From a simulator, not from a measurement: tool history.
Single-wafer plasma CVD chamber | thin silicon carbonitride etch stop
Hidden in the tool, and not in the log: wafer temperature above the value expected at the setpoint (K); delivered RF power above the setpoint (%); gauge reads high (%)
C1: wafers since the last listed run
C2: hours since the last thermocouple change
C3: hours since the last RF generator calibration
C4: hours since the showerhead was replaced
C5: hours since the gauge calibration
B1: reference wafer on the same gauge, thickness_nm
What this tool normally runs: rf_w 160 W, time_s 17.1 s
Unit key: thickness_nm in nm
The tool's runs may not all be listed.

run 1 day=0 | rf_w=160 time_s=15.4 | C1=0 C2=881.8 C3=975.2 C4=6314.8 C5=123.4 | B1=8.699 | thickness_nm=7.009
run 2 day=0.812 | rf_w=160 time_s=15.4 | C1=386 C2=901.3 C3=994.7 C4=6334.3 C5=142.9 | B1=8.702 | thickness_nm=7.008
run 3 day=2.004 | rf_w=160 time_s=15.4 | C1=567 C2=929.9 C3=1023.3 C4=6362.9 C5=171.5 | B1=8.699 | thickness_nm=7.025
run 4 day=2.796 | rf_w=140 time_s=17.1 | C1=376 C2=948.9 C3=1042.3 C4=6381.9 C5=190.5 | B1=8.697 | thickness_nm=7.534
run 5 day=4.188 | rf_w=140 time_s=17.1 | C1=662 C2=982.3 C3=1075.7 C4=6415.3 C5=223.9 | B1=8.698 | thickness_nm=7.538
run 6 day=5.542 | rf_w=160 time_s=17.1 | C1=644 C2=1014.8 C3=1108.2 C4=6447.8 C5=256.4 | B1=8.7 | thickness_nm=7.756
run 7 day=6.212 | rf_w=150 time_s=17.1 | C1=319 C2=1030.9 C3=1124.3 C4=6463.9 C5=272.5 | B1=8.698 | thickness_nm=7.633
run 8 day=7.3 | rf_w=150 time_s=17.1 | C1=517 C2=1057 C3=1150.4 C4=6490 C5=298.6 | B1=8.7 | thickness_nm=7.624
run 9 day=8.246 | rf_w=150 time_s=17.1 | C1=450 C2=1079.7 C3=1173.1 C4=6512.7 C5=321.3 | B1=8.698 | thickness_nm=7.628
run 10 day=12.346 | rf_w=160 time_s=17.1 | C1=1951 C2=1178.1 C3=1271.5 C4=6611.1 C5=419.7 | B1=8.696 | thickness_nm=7.746
run 11 day=12.992 | rf_w=160 time_s=17.1 | C1=307 C2=1193.6 C3=1287 C4=6626.6 C5=435.2 | B1=8.702 | thickness_nm=7.745
run 12 day=16.279 | rf_w=160 time_s=17.1 | C1=1565 C2=1272.5 C3=1365.9 C4=6705.5 C5=514.1 | B1=8.7 | thickness_nm=7.731
-- day=17.479 showerhead replaced
run 13 day=17.5 | rf_w=160 time_s=17.1 | C1=422 C2=1301.8 C3=1395.2 C4=0.5 C5=543.4 | B1=8.704 | thickness_nm=7.739
-- day=18.067 thermocouple changed; heater temperature recalibrated
run 14 day=18.088 | rf_w=160 time_s=17.1 | C1=121 C2=0.5 C3=1409.3 C4=14.6 C5=557.5 | B1=8.697 | thickness_nm=7.725
run 15 day=18.483 | rf_w=160 time_s=14.5 | C1=188 C2=10 C3=1418.8 C4=24.1 C5=567 | B1=8.697 | thickness_nm=6.571
-- day=19.638 RF generator calibrated
run 16 day=19.658 | rf_w=160 time_s=18.1 | C1=400 C2=38.2 C3=0.5 C4=52.3 C5=595.2 | B1=8.697 | thickness_nm=8.331
run 17 day=19.95 | rf_w=160 time_s=14.6 | C1=138 C2=45.2 C3=7.5 C4=59.3 C5=602.2 | B1=8.703 | thickness_nm=6.703
-- day=20.679 gauge calibrated
run 18 day=20.904 | rf_w=140 time_s=17.1 | C1=454 C2=68.1 C3=30.4 C4=82.2 C5=5.4 | B1=8.7 | thickness_nm=7.598
run 19 day=22.204 | rf_w=150 time_s=17.1 | C1=618 C2=99.3 C3=61.6 C4=113.4 C5=36.6 | B1=8.7 | thickness_nm=7.775
run 20 day=23.325 | rf_w=185 time_s=19.6 | C1=533 C2=126.2 C3=88.5 C4=140.3 C5=63.5 | B1=8.7 | thickness_nm=9.376
run 21 day=24.396 | rf_w=150 time_s=13.9 | C1=509 C2=151.9 C3=114.2 C4=166 C5=89.2 | B1=8.699 | thickness_nm=6.311
run 22 day=25.171 | rf_w=160 time_s=17.1 | C1=368 C2=170.5 C3=132.8 C4=184.6 C5=107.8 | B1=8.703 | thickness_nm=7.877
run 23 day=26.229 | rf_w=160 time_s=14.5 | C1=503 C2=195.9 C3=158.2 C4=210 C5=133.2 | B1=8.701 | thickness_nm=6.675
run 24 day=26.792 | rf_w=160 time_s=17.1 | C1=267 C2=209.4 C3=171.7 C4=223.5 C5=146.7 | B1=8.703 | thickness_nm=7.87
run 25 day=27.612 | rf_w=185 time_s=19.2 | C1=390 C2=229.1 C3=191.4 C4=243.2 C5=166.4 | B1=8.699 | thickness_nm=9.16
run 26 day=29.138 | rf_w=135 time_s=18.7 | C1=726 C2=265.7 C3=228 C4=279.8 C5=203 | B1=8.698 | thickness_nm=8.268
run 27 day=29.692 | rf_w=150 time_s=16.2 | C1=263 C2=279 C3=241.3 C4=293.1 C5=216.3 | B1=8.704 | thickness_nm=7.324

Here are 5 independent what-if runs from the current tool condition. What would each one return?
run A day=29.708 | rf_w=160 time_s=17.1 | C1=7 C2=279.4 C3=241.7 C4=293.5 C5=216.7 | B1=? | thickness_nm=?
run B day=29.708 | rf_w=145 time_s=14.1 | C1=7 C2=279.4 C3=241.7 C4=293.5 C5=216.7 | B1=? | thickness_nm=?
run C day=29.708 | rf_w=190 time_s=15.6 | C1=7 C2=279.4 C3=241.7 C4=293.5 C5=216.7 | B1=? | thickness_nm=?
run D day=29.708 | rf_w=145 time_s=18.3 | C1=7 C2=279.4 C3=241.7 C4=293.5 C5=216.7 | B1=? | thickness_nm=?
run E day=29.708 | rf_w=130 time_s=18.2 | C1=7 C2=279.4 C3=241.7 C4=293.5 C5=216.7 | B1=? | thickness_nm=?

run=A B1=8.699 thickness_nm=7.875
run=B B1=8.699 thickness_nm=6.338
run=C B1=8.699 thickness_nm=7.503
run=D B1=8.699 thickness_nm=8.226
run=E B1=8.699 thickness_nm=7.967
With no hidden state in the tool, these same runs would have given:
run=A thickness_nm=7.883
run=B thickness_nm=6.344
run=C thickness_nm=7.51
run=D thickness_nm=8.234
run=E thickness_nm=7.976
